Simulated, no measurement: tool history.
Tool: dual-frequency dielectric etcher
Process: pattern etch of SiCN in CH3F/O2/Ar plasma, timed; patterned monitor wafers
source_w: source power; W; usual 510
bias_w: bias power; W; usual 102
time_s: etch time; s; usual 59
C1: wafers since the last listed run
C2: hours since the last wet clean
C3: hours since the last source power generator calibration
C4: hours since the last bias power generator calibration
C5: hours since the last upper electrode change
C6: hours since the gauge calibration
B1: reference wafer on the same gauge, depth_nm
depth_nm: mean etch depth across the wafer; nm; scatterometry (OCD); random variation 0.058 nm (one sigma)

run 1 hour=0 | source_w=510 bias_w=83 time_s=49.5 | C1=0 C2=135.3 C3=4620.5 C4=3551.8 C5=1919.8 C6=183.8 | B1=23.98 | depth_nm=22.72
run 2 hour=20 | source_w=510 bias_w=83 time_s=49.5 | C1=229 C2=155.3 C3=4640.5 C4=3571.8 C5=1939.8 C6=203.8 | B1=24 | depth_nm=22.71
run 3 hour=48.5 | source_w=510 bias_w=83 time_s=49.5 | C1=326 C2=183.8 C3=4669 C4=3600.3 C5=1968.3 C6=232.3 | B1=24.01 | depth_nm=22.75
run 4 hour=73.2 | source_w=510 bias_w=102 time_s=59 | C1=282 C2=208.5 C3=4693.7 C4=3625 C5=1993 C6=257 | B1=23.97 | depth_nm=28.38
run 5 hour=89.5 | source_w=510 bias_w=102 time_s=66 | C1=186 C2=224.8 C3=4710 C4=3641.3 C5=2009.3 C6=273.3 | B1=24.01 | depth_nm=31.83
run 6 hour=118.9 | source_w=510 bias_w=102 time_s=66 | C1=336 C2=254.2 C3=4739.4 C4=3670.7 C5=2038.7 C6=302.7 | B1=23.99 | depth_nm=31.73
run 7 hour=144.3 | source_w=510 bias_w=102 time_s=59 | C1=290 C2=279.6 C3=4764.8 C4=3696.1 C5=2064.1 C6=328.1 | B1=24 | depth_nm=28.34
run 8 hour=161.7 | source_w=510 bias_w=102 time_s=59 | C1=199 C2=297 C3=4782.2 C4=3713.5 C5=2081.5 C6=345.5 | B1=23.99 | depth_nm=28.5
run 9 hour=176.7 | source_w=510 bias_w=97 time_s=59 | C1=171 C2=312 C3=4797.2 C4=3728.5 C5=2096.5 C6=360.5 | B1=24 | depth_nm=28.14
run 10 hour=210.8 | source_w=510 bias_w=97 time_s=59 | C1=390 C2=346.1 C3=4831.3 C4=3762.6 C5=2130.6 C6=394.6 | B1=24.01 | depth_nm=28.17
run 11 hour=240.5 | source_w=510 bias_w=119 time_s=59 | C1=340 C2=375.8 C3=4861 C4=3792.3 C5=2160.3 C6=424.3 | B1=24 | depth_nm=29.52
run 12 hour=274.9 | source_w=510 bias_w=119 time_s=59 | C1=394 C2=410.2 C3=4895.4 C4=3826.7 C5=2194.7 C6=458.7 | B1=23.99 | depth_nm=29.53
-- hour=297.4 source power generator calibrated
run 13 hour=298.2 | source_w=510 bias_w=115 time_s=59 | C1=221 C2=433.5 C3=0.8 C4=3850 C5=2218 C6=482 | B1=24.01 | depth_nm=29.31
run 14 hour=333.2 | source_w=510 bias_w=83 time_s=49.5 | C1=400 C2=468.5 C3=35.8 C4=3885 C5=2253 C6=517 | B1=23.99 | depth_nm=22.85
-- hour=365.4 upper electrode replaced
-- hour=413.4 wet clean of the chamber
run 15 hour=433.9 | source_w=440 bias_w=126 time_s=67.5 | C1=603 C2=20.5 C3=136.5 C4=3985.7 C5=68.5 C6=617.7 | B1=23.99 | depth_nm=30.77
run 16 hour=450.6 | source_w=390 bias_w=118 time_s=70.5 | C1=191 C2=37.2 C3=153.2 C4=4002.4 C5=85.2 C6=634.4 | B1=24.01 | depth_nm=29.27
run 17 hour=477.7 | source_w=390 bias_w=120 time_s=75 | C1=310 C2=64.3 C3=180.3 C4=4029.5 C5=112.3 C6=661.5 | B1=24 | depth_nm=31.24
-- hour=484.4 bias power generator calibrated
run 18 hour=512.7 | source_w=460 bias_w=114 time_s=46.5 | C1=355 C2=99.3 C3=215.3 C4=28.3 C5=147.3 C6=696.5 | B1=23.99 | depth_nm=21.18
run 19 hour=541 | source_w=460 bias_w=78 time_s=59 | C1=324 C2=127.6 C3=243.6 C4=56.6 C5=175.6 C6=724.8 | B1=24 | depth_nm=24.78
-- hour=556.4 gauge calibrated
-- hour=575.2 wet clean of the chamber, repeated, since the last time left the tool worse
run 20 hour=575.7 | source_w=510 bias_w=102 time_s=59 | C1=122 C2=0.5 C3=278.3 C4=91.3 C5=210.3 C6=19.3 | B1=24 | depth_nm=28.33
run 21 hour=594.4 | source_w=510 bias_w=102 time_s=59 | C1=214 C2=19.2 C3=297 C4=110 C5=229 C6=38 | B1=23.99 | depth_nm=28.28
run 22 hour=621.9 | source_w=510 bias_w=78 time_s=59 | C1=314 C2=46.7 C3=324.5 C4=137.5 C5=256.5 C6=65.5 | B1=23.99 | depth_nm=26.76
run 23 hour=635 | source_w=510 bias_w=123 time_s=43.5 | C1=150 C2=59.8 C3=337.6 C4=150.6 C5=269.6 C6=78.6 | B1=24 | depth_nm=21.85
run 24 hour=664.6 | source_w=510 bias_w=102 time_s=59 | C1=339 C2=89.4 C3=367.2 C4=180.2 C5=299.2 C6=108.2 | B1=23.98 | depth_nm=28.35
run 25 hour=706.9 | source_w=610 bias_w=102 time_s=67 | C1=484 C2=131.7 C3=409.5 C4=222.5 C5=341.5 C6=150.5 | B1=23.99 | depth_nm=35.48
run 26 hour=739.8 | source_w=600 bias_w=83 time_s=72.5 | C1=376 C2=164.6 C3=442.4 C4=255.4 C5=374.4 C6=183.4 | B1=24.01 | depth_nm=36.38

Hidden state at the last listed run before each entry between runs and at the first one after, where it differs:
Between runs 12 and 13: source power generator calibrated (hour 297.4)
  etch rate over this chamber's usual, %: 0.656 -> 0.692
  measured less the result without the state, depth_nm: +0.2 -> +0.2 nm
Between runs 14 and 15: upper electrode replaced (hour 365.4); wet clean of the chamber (hour 413.4)
  etch rate over this chamber's usual, %: 0.745 -> -1.54
  measured less the result without the state, depth_nm: +0.17 -> -0.48 nm
Between runs 17 and 18: bias power generator calibrated (hour 484.4)
  etch rate over this chamber's usual, %: -1.47 -> -1.42
  measured less the result without the state, depth_nm: -0.46 -> -0.3 nm
Between runs 19 and 20: gauge calibrated (hour 556.4); wet clean of the chamber, repeated, since the last time left the tool worse (hour 575.2)
  etch rate over this chamber's usual, %: -1.37 -> 0.0569
  measured less the result without the state, depth_nm: -0.34 -> +0.01 nm
